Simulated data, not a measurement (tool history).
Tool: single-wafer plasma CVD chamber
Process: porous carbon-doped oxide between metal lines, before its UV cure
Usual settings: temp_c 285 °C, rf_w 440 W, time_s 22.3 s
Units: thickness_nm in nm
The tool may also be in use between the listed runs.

run,hour,temp_c,rf_w,time_s,wafers since the last listed run,hours since the last thermocouple change,hours since the last RF generator calibration,hours since the showerhead was replaced,hours since the gauge calibration,"read-back reference wafer on the same gauge, thickness_nm",thickness_nm
1,0.0,285,440,22.3,0,1847.6,1944.4,5263.1,46.1,133.041,116.053
2,29.8,285,440,22.3,442,1877.4,1974.2,5292.9,75.9,133.050,115.455
3,52.9,296,470,22.3,343,1900.5,1997.3,5316.0,99.0,132.997,111.713
4,67.3,296,470,22.3,213,1914.9,2011.7,5330.4,113.4,133.026,111.602
# hour 96.9: showerhead replaced
5,97.5,296,470,22.3,329,1945.1,2041.9,0.6,143.6,132.994,111.880
# hour 112.3: gauge calibrated
6,132.5,289,440,22.3,519,1980.1,2076.9,35.6,20.2,133.029,112.522
7,150.2,289,440,22.3,262,1997.8,2094.6,53.3,37.9,133.127,112.486

Run 8 comes next. What will it give?
8,177.5,274,515,22.3,405,2025.1,2121.9,80.6,65.2,?,?

{"run 8": {"read-back reference wafer on the same gauge, thickness_nm": 132.925, "thickness_nm": 135.545}}
Without the tool's hidden state the same run would have given thickness_nm 141.813 nm.
